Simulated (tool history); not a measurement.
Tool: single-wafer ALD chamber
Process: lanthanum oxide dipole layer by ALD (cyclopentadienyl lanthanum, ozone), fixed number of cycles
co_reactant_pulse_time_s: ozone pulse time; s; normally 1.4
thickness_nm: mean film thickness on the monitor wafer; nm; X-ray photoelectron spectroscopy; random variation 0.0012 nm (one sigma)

run	hour	co_reactant_pulse_time_s	wafers since the last listed run	hours since the last thermocouple change	hours since the last ozone generator service	hours since the showerhead was replaced	hours since the gauge calibration	read-back reference wafer on the same gauge, thickness_nm	thickness_nm
1	0	1.25	0	879.8	599.3	6784.9	1240	0.472	0.473
2	40.7	1.26	868	920.5	640	6825.6	1280.7	0.472	0.474
3	91.3	1.26	1079	971.1	690.6	6876.2	1331.3	0.472	0.472
4	158.1	1.26	1425	1037.9	757.4	6943	1398.1	0.472	0.474
5	208	1.4	1064	1087.8	807.3	6992.9	1448	0.472	0.488
6	244.3	1.4	774	1124.1	843.6	7029.2	1484.3	0.472	0.486
7	286.6	1.4	902	1166.4	885.9	7071.5	1526.6	0.472	0.489
8	342.3	1.4	1188	1222.1	941.6	7127.2	1582.3	0.472	0.489
# hour 361.9: gauge calibrated
9	368.2	1.4	552	1248	967.5	7153.1	6.3	0.472	0.486
10	415.7	1.4	1013	1295.5	1015	7200.6	53.8	0.472	0.486
11	445	1.4	625	1324.8	1044.3	7229.9	83.1	0.472	0.486
# hour 465.8: ozone generator serviced
12	513.9	1.94	1299	1393.7	48.1	7298.8	152	0.471	0.519
# hour 568.6: showerhead replaced
13	572.1	1.4	1071	1451.9	106.3	3.5	210.2	0.472	0.492
14	629.3	0.92	1220	1509.1	163.5	60.7	267.4	0.472	0.413
15	690.6	1.02	1308	1570.4	224.8	122	328.7	0.472	0.439
16	740.8	1.4	1071	1620.6	275	172.2	378.9	0.472	0.489
17	768.5	1.4	591	1648.3	302.7	199.9	406.6	0.472	0.489
18	808.9	1.4	862	1688.7	343.1	240.3	447	0.471	0.489
19	876.9	1.4	1451	1756.7	411.1	308.3	515	0.473	0.487
20	912	1.59	749	1791.8	446.2	343.4	550.1	0.472	0.501
21	942.9	1.01	659	1822.7	477.1	374.3	581	0.472	0.429
22	969.1	1.6	559	1848.9	503.3	400.5	607.2	0.472	0.503
# hour 977.5: thermocouple changed; heater temperature recalibrated
23	1035.5	0.93	1246	58	569.7	466.9	673.6	0.472	0.41
24	1093.7	0.86	1241	116.2	627.9	525.1	731.8	0.472	0.387
25	1145	1.8	1094	167.5	679.2	576.4	783.1	0.472	0.512
26	1212.9	0.95	1448	235.4	747.1	644.3	851	0.472	0.411
27	1270.7	1.4	1233	293.2	804.9	702.1	908.8	0.472	0.487
28	1294.8	1.58	514	317.3	829	726.2	932.9	0.472	0.5
29	1328.2	1.84	712	350.7	862.4	759.6	966.3	0.472	0.513
30	1370.7	1.61	906	393.2	904.9	802.1	1008.8	0.472	0.501
31	1442	1.78	1521	464.5	976.2	873.4	1080.1	0.472	0.512
32	1505.3	1.4	1350	527.8	1039.5	936.7	1143.4	0.472	0.484
33	1562.5	1.74	1220	585	1096.7	993.9	1200.6	0.472	0.508
34	1602.3	1.05	849	624.8	1136.5	1033.7	1240.4	0.472	0.434
# hour 1623.3: ozone generator serviced
35	1661.3	1	1088	683.8	38	1092.7	1299.4	0.472	0.442

Alternative continuations, all from the tool just after run 35; predict every row:
A	1661.7	1.68	8	684.2	38.4	1093.1	1299.8	?	?
B	1661.7	0.98	8	684.2	38.4	1093.1	1299.8	?	?
C	1661.7	1.11	8	684.2	38.4	1093.1	1299.8	?	?

run	read-back reference wafer on the same gauge, thickness_nm	thickness_nm
A	0.472	0.513
B	0.472	0.437
C	0.472	0.462
Stripped of hidden state, with their random variation kept, the same runs would have yielded:
run	thickness_nm
A	0.514
B	0.439
C	0.464

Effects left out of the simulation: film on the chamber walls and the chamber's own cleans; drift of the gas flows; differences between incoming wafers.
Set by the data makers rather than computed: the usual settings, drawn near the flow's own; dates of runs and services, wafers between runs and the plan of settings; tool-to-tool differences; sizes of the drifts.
